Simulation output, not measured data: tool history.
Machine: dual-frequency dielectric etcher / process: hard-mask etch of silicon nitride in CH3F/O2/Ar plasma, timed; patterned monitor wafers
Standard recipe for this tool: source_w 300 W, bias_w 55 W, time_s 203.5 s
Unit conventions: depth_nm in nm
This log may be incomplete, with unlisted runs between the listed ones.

run,hour,source_w,bias_w,time_s,"read-back reference wafer on the same gauge, depth_nm",depth_nm
1,0,360,55,203.5,100,115.6
2,25.2,360,55,203.5,100,115.1
# hour 68.1: gauge calibrated
3,82,300,55,203.5,100.2,109.5
# hour 98.8: source power generator calibrated
4,143.9,300,55,203.5,100,110.5
5,209.3,300,55,203.5,100,108.1
6,248.6,350,55,203.5,99.9,112.7
# hour 317.9: wet clean of the chamber
7,318.4,350,55,203.5,100,114.4
# hour 352.6: bias power generator calibrated
8,354.4,300,55,203.5,100.1,110.2
# hour 382.7: upper electrode replaced
9,414,230,63,248.5,99.9,131.4
10,446.1,340,46,243,99.9,130.2
11,492.4,220,55,168,99.9,84.7
12,621.2,300,55,203.5,99.9,108.6
13,654.2,300,66,225,100.1,124.8
14,705,340,48,203.5,100,106.3
15,746.6,360,64,159.5,100.1,90.3
16,817,300,42,168.5,99.9,84.2
# hour 872.7: wet clean of the chamber
17,888.8,300,55,203.5,100.1,112.2
18,943.6,300,55,203.5,100.1,110.9
19,986.4,330,51,258.5,99.9,141.3
20,1028,300,55,174.5,99.8,94.7
21,1076.2,300,55,203.5,99.9,110.2
22,1143.8,350,51,203.5,100,112.1
23,1213.3,300,55,203.5,100,107.6

Run 24 is up next; what results do you expect?
24,1247.9,300,63,233,?,?

Run 24 yielded read-back reference wafer on the same gauge, depth_nm 99.9, depth_nm 127.4 nm.
Had the tool carried no hidden state, the very same run would have given depth_nm 131.2 nm.

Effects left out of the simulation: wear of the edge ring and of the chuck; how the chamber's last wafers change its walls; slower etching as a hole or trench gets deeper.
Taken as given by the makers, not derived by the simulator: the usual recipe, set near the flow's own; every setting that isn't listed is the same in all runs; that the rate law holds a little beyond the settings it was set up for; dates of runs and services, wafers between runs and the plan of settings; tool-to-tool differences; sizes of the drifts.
